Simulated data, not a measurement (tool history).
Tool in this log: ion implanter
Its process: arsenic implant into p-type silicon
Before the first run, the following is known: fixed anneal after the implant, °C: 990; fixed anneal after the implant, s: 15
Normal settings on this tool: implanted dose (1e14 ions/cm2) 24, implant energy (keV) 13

run    hour  implanted dose (1e14 ions/cm2)  implant energy (keV)  wafers since the last listed run  hours since the last dose calibration  hours since the extraction supply was calibrated  hours since the gauge calibration  read-back reference wafer on the same gauge, sheet resistance  sheet resistance of the implanted and annealed layer (ohm/square)
  1       0                              24                   9.5                                 0                                 1024.8                                            1032.4                              625.1                                                         112.98                                                             148.19
  2    78.5                              24                   9.5                              1578                                 1103.3                                            1110.9                              703.6                                                            113                                                             149.07
  3   184.1                              24                    13                              2122                                 1208.9                                            1216.5                              809.2                                                         113.01                                                             137.52
  4   241.5                              24                    13                              1153                                 1266.3                                            1273.9                              866.6                                                         112.96                                                             138.07
      256.8  -- gauge calibrated
  5   314.3                              24                    13                              1463                                 1339.1                                            1346.7                               57.5                                                         112.98                                                             138.03
  6   372.3                              24                    13                              1166                                 1397.1                                            1404.7                              115.5                                                         112.99                                                             137.79
  7   580.7                              24                    13                              4189                                 1605.5                                            1613.1                              323.9                                                         112.97                                                             137.95
  8   686.2                              24                    13                              2120                                   1711                                            1718.6                              429.4                                                            113                                                             138.21
  9   768.8                           28.39                    13                              1660                                 1793.6                                            1801.2                                512                                                         113.01                                                             135.49
 10   857.2                           28.39                    13                              1777                                   1882                                            1889.6                              600.4                                                            113                                                              135.7
 11   963.1                           27.94                    13                              2128                                 1987.9                                            1995.5                              706.3                                                         112.99                                                             135.47
 12  1015.2                              24                    13                              1047                                   2040                                            2047.6                              758.4                                                         112.99                                                             137.92
     1175.6  -- gauge calibrated
 13  1184.3                           29.09                  10.5                              3399                                 2209.1                                            2216.7                                8.7                                                         112.99                                                              142.1
 14  1286.7                              24                   9.5                              2058                                 2311.5                                            2319.1                              111.1                                                         112.98                                                             148.77
     1348.1  -- extraction supply calibrated
 15  1350.3                           21.13                    11                              1117                                 2375.1                                               2.2                              174.7                                                         113.02                                                             145.09
 16  1436.6                            29.2                    15                              1734                                 2461.4                                              88.5                                261                                                         113.05                                                             128.51
       1523  -- Faraday cup replaced and dose calibrated
 17  1527.2                              24                    15                              1660                                    4.2                                             179.1                              351.6                                                         113.01                                                              131.2

Predict the results of run 18:
 18  1625.6                              24                    13                              1978                                  102.6                                             277.5                                450                                                              ?                                                                  ?

For run 18 the tool returned read-back reference wafer on the same gauge, sheet resistance 113.01, sheet resistance of the implanted and annealed layer (ohm/square) 137.32.
Were there no unlogged condition in the tool, this run, its random variation unchanged, would have produced sheet resistance of the implanted and annealed layer (ohm/square) 136.52.
